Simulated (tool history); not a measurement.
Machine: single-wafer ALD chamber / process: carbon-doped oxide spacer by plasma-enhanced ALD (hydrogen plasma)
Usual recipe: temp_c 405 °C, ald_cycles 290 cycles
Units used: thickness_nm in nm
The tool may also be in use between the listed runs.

| run | hour | temp_c | ald_cycles | read-back reference wafer on the same gauge, thickness_nm | thickness_nm |
|---|---|---|---|---|---|
| 1 | 0.0 | 414 | 275 | 17.707 | 13.715 |
| 2 | 16.9 | 405 | 290 | 17.685 | 14.854 |
| 3 | 28.0 | 405 | 290 | 17.690 | 14.891 |
| 4 | 34.1 | 395 | 290 | 17.699 | 15.204 |
| 5 | 44.0 | 405 | 290 | 17.690 | 14.939 |
| 6 | 57.4 | 405 | 290 | 17.685 | 14.906 |
|  | 109.1 | thermocouple changed; heater temperature recalibrated |
| 7 | 109.6 | 405 | 290 | 17.702 | 14.948 |
| 8 | 122.4 | 405 | 290 | 17.688 | 14.925 |
| 9 | 132.1 | 405 | 290 | 17.702 | 14.954 |
| 10 | 149.1 | 408 | 277 | 17.726 | 14.154 |
| 11 | 156.7 | 408 | 277 | 17.724 | 14.201 |
| 12 | 167.7 | 394 | 334 | 17.712 | 17.535 |
| 13 | 178.6 | 405 | 290 | 17.707 | 15.007 |
| 14 | 190.4 | 418 | 336 | 17.705 | 16.459 |
|  | 200.1 | gauge calibrated |
| 15 | 208.3 | 398 | 290 | 17.696 | 15.078 |
| 16 | 214.9 | 399 | 269 | 17.704 | 14.058 |
| 17 | 228.3 | 391 | 343 | 17.710 | 18.048 |
| 18 | 237.0 | 405 | 290 | 17.691 | 14.938 |
| 19 | 249.2 | 400 | 269 | 17.686 | 13.974 |
| 20 | 264.8 | 405 | 309 | 17.683 | 15.850 |
| 21 | 275.9 | 411 | 249 | 17.710 | 12.566 |
| 22 | 290.3 | 399 | 306 | 17.703 | 15.907 |

Predict each of these 5 candidate next runs independently; none follows another, all start after run 22:
| A | 291.1 | 405 | 290 | ? | ? |
| B | 291.1 | 416 | 259 | ? | ? |
| C | 291.1 | 415 | 333 | ? | ? |
| D | 291.1 | 410 | 343 | ? | ? |
| E | 291.1 | 400 | 255 | ? | ? |

| run | read-back reference wafer on the same gauge, thickness_nm | thickness_nm |
|---|---|---|
| A | 17.691 | 14.902 |
| B | 17.691 | 12.853 |
| C | 17.691 | 16.578 |
| D | 17.691 | 17.351 |
| E | 17.691 | 13.303 |
Take away the tool's hidden state, keep each run's random variation, and the runs would have read:
| run | thickness_nm |
|---|---|
| A | 14.902 |
| B | 12.853 |
| C | 16.578 |
| D | 17.351 |
| E | 13.303 |

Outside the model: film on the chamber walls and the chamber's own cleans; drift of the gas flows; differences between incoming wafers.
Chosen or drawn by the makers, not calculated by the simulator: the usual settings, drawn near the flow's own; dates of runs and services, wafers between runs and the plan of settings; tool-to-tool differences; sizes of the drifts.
